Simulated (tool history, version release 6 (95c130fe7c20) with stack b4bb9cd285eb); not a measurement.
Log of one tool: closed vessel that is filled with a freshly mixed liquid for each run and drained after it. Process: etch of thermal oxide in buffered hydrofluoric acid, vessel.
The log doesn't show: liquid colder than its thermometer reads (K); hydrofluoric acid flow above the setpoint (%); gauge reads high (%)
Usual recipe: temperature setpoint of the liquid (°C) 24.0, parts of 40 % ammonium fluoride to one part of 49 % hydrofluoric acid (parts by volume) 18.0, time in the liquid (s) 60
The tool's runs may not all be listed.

run	hour	temperature setpoint of the liquid (°C)	parts of 40 % ammonium fluoride to one part of 49 % hydrofluoric acid (parts by volume)	time in the liquid (s)	wafers since the last listed run	hours since the thermometer was replaced	hours since the hydrofluoric acid flow meter was replaced	hours since the gauge calibration	read-back film thickness of the thermal oxide reference wafer, read on the same gauge (nm)	thickness taken off the thermal oxide on a monitor wafer (Å)
1	0.0	24.0	18.0	60	0	1082.3	1330.5	90.0	150.00	401.4
2	21.0	24.0	18.0	60	1916	1103.3	1351.5	111.0	150.00	406.5
3	50.8	24.0	18.0	60	2720	1133.1	1381.3	140.8	150.03	407.0
4	69.8	24.0	18.0	60	1734	1152.1	1400.3	159.8	150.00	402.4
5	84.4	24.0	18.0	60	1332	1166.7	1414.9	174.4	149.99	402.4
6	113.8	24.0	18.0	60	2683	1196.1	1444.3	203.8	150.01	405.8
# hour 138.4: hydrofluoric acid flow meter replaced
7	143.7	24.0	18.0	60	2637	1226.0	5.3	233.7	149.99	373.7
# hour 165.3: thermometer replaced
8	165.8	24.0	21.0	60	1926	0.5	27.4	255.8	149.98	325.1
9	176.6	24.0	18.0	50	985	11.3	38.2	266.6	149.98	312.4
10	194.9	24.0	18.0	50	1670	29.6	56.5	284.9	150.02	313.5
11	211.5	20.5	14.0	60	1515	46.2	73.1	301.5	150.00	397.6
# hour 226.8: gauge calibrated
12	247.0	19.5	14.5	70	3240	81.7	108.6	20.2	149.98	425.0
13	277.5	24.0	18.0	60	2784	112.2	139.1	50.7	149.98	373.3
14	295.0	24.0	18.0	80	1597	129.7	156.6	68.2	149.98	500.9
15	313.7	28.0	18.0	75	1706	148.4	175.3	86.9	150.01	590.7

Run 16 has not been measured yet. What should we expect?
16	327.2	24.0	11.5	45	1232	161.9	188.8	100.4	?	?

{"run 16": {"read-back film thickness of the thermal oxide reference wafer, read on the same gauge (nm)": 149.97, "thickness taken off the thermal oxide on a monitor wafer (Å)": 439.6}}
With no hidden state in the tool, this same run would have given thickness taken off the thermal oxide on a monitor wafer (Å) 430.8.
